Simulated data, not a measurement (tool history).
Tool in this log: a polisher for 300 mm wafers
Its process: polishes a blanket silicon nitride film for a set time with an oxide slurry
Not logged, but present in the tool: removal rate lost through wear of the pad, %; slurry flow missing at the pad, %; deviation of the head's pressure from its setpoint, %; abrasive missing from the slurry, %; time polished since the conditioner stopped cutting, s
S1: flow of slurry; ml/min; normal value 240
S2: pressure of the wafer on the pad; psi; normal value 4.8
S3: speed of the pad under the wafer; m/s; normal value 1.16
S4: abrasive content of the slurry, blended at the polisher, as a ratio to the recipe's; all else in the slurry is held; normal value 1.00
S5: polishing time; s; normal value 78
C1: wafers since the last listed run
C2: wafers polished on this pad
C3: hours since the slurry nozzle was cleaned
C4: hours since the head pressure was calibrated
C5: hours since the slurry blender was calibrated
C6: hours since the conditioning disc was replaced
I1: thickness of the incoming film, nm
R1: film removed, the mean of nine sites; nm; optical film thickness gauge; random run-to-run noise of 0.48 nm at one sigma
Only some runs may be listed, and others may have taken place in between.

| run | day | S1 | S2 | S3 | S4 | S5 | C1 | C2 | C3 | C4 | C5 | C6 | I1 | R1 |
|---|---|---|---|---|---|---|---|---|---|---|---|---|---|---|
| 1 | 0.000 | 240 | 4.8 | 1.16 | 0.90 | 78 | 0 | 340 | 362.4 | 696.5 | 10.0 | 26.2 | 524.5 | 67.6 |
| 2 | 1.229 | 240 | 4.8 | 1.16 | 0.90 | 78 | 145 | 485 | 391.9 | 726.0 | 39.5 | 55.7 | 522.9 | 64.7 |
| 3 | 2.329 | 240 | 4.8 | 1.16 | 1.00 | 78 | 129 | 615 | 418.3 | 752.4 | 65.9 | 82.1 | 522.1 | 70.0 |
|  | 3.142 | worn pad replaced by a new one |
| 4 | 3.229 | 240 | 4.8 | 1.16 | 1.00 | 78 | 86 | 10 | 439.9 | 774.0 | 87.5 | 103.7 | 527.8 | 72.3 |
| 5 | 4.354 | 240 | 4.8 | 1.16 | 1.00 | 78 | 132 | 143 | 466.9 | 801.0 | 114.5 | 130.7 | 518.6 | 72.5 |
| 6 | 5.400 | 240 | 4.8 | 1.16 | 1.00 | 78 | 123 | 266 | 492.0 | 826.1 | 139.6 | 155.8 | 511.9 | 70.6 |
| 7 | 6.550 | 240 | 4.8 | 1.16 | 1.00 | 78 | 135 | 402 | 519.6 | 853.7 | 167.2 | 183.4 | 515.4 | 69.9 |
| 8 | 7.754 | 240 | 4.8 | 1.16 | 1.00 | 78 | 142 | 544 | 548.5 | 882.6 | 196.1 | 212.3 | 521.4 | 69.2 |
| 9 | 8.421 | 240 | 4.8 | 1.16 | 1.00 | 78 | 78 | 623 | 564.5 | 898.6 | 212.1 | 228.3 | 515.7 | 67.3 |
|  | 8.954 | worn pad replaced by a new one |
| 10 | 9.025 | 240 | 4.8 | 1.16 | 1.00 | 78 | 51 | 8 | 579.0 | 913.1 | 226.6 | 242.8 | 525.2 | 70.0 |
| 11 | 9.754 | 240 | 4.8 | 1.16 | 1.00 | 78 | 86 | 94 | 596.5 | 930.6 | 244.1 | 260.3 | 531.4 | 69.2 |
| 12 | 10.379 | 240 | 4.8 | 1.16 | 1.00 | 78 | 73 | 168 | 611.5 | 945.6 | 259.1 | 275.3 | 528.9 | 68.9 |
| 13 | 11.171 | 185 | 4.8 | 0.80 | 1.00 | 53 | 93 | 261 | 630.5 | 964.6 | 278.1 | 294.3 | 510.0 | 33.8 |
| 14 | 14.992 | 240 | 4.8 | 1.48 | 1.00 | 58 | 451 | 712 | 722.2 | 1056.3 | 369.8 | 386.0 | 519.0 | 59.1 |
|  | 15.821 | slurry nozzle cleaned |
|  | 16.246 | worn pad replaced by a new one |
| 15 | 16.267 | 240 | 4.8 | 1.16 | 1.00 | 78 | 125 | 2 | 10.7 | 1086.9 | 400.4 | 416.6 | 522.4 | 69.4 |
|  | 17.458 | slurry blender recalibrated |
| 16 | 17.562 | 240 | 4.2 | 1.16 | 0.80 | 59 | 143 | 145 | 41.8 | 1118.0 | 2.5 | 447.7 | 528.3 | 42.4 |
|  | 18.679 | conditioning disc replaced and pad reconditioned |
| 17 | 18.700 | 325 | 4.8 | 0.78 | 1.00 | 71 | 124 | 270 | 69.1 | 1145.3 | 29.8 | 0.5 | 519.5 | 50.1 |
|  | 19.312 | head pressure recalibrated |
| 18 | 19.362 | 300 | 4.8 | 1.16 | 1.00 | 78 | 68 | 338 | 85.0 | 1.2 | 45.7 | 16.4 | 518.6 | 74.1 |
| 19 | 20.100 | 240 | 6.1 | 1.06 | 1.30 | 78 | 87 | 425 | 102.7 | 18.9 | 63.4 | 34.1 | 519.3 | 94.4 |
| 20 | 20.817 | 240 | 4.8 | 1.16 | 1.00 | 78 | 84 | 510 | 119.9 | 36.1 | 80.6 | 51.3 | 515.0 | 70.6 |
| 21 | 22.229 | 240 | 3.6 | 1.16 | 1.20 | 78 | 166 | 677 | 153.8 | 70.0 | 114.5 | 85.2 | 528.8 | 62.5 |
|  | 23.300 | worn pad replaced by a new one |
| 22 | 23.704 | 295 | 4.1 | 1.16 | 1.00 | 68 | 154 | 47 | 189.2 | 105.4 | 149.9 | 120.6 | 513.2 | 55.8 |
| 23 | 24.454 | 240 | 4.8 | 1.16 | 1.00 | 78 | 88 | 136 | 207.2 | 123.4 | 167.9 | 138.6 | 514.9 | 70.6 |
| 24 | 25.167 | 200 | 3.2 | 0.98 | 1.15 | 78 | 84 | 220 | 224.3 | 140.5 | 185.0 | 155.7 | 521.9 | 49.2 |
| 25 | 25.925 | 240 | 4.8 | 1.16 | 1.00 | 101 | 89 | 309 | 242.5 | 158.7 | 203.2 | 173.9 | 526.3 | 90.2 |

Alternative continuations, all from the tool just after run 25; predict every row:
| A | 25.946 | 240 | 4.8 | 0.88 | 1.00 | 78 | 2 | 312 | 243.0 | 159.2 | 203.7 | 174.4 | 524.8 | ? |
| B | 25.946 | 270 | 4.8 | 1.16 | 1.15 | 78 | 2 | 312 | 243.0 | 159.2 | 203.7 | 174.4 | 524.8 | ? |
| C | 25.946 | 240 | 4.8 | 1.36 | 1.00 | 95 | 2 | 312 | 243.0 | 159.2 | 203.7 | 174.4 | 524.8 | ? |
| D | 25.946 | 240 | 3.2 | 1.16 | 1.00 | 78 | 2 | 312 | 243.0 | 159.2 | 203.7 | 174.4 | 524.8 | ? |
| E | 25.946 | 240 | 4.8 | 1.16 | 1.10 | 58 | 2 | 312 | 243.0 | 159.2 | 203.7 | 174.4 | 524.8 | ? |

| run | R1 |
|---|---|
| A | 55.4 |
| B | 77.2 |
| C | 95.6 |
| D | 51.4 |
| E | 55.1 |
With the hidden condition removed and each run's random variation left untouched, the same runs would have given:
| run | R1 |
|---|---|
| A | 60.3 |
| B | 83.4 |
| C | 104.0 |
| D | 56.0 |
| E | 59.7 |
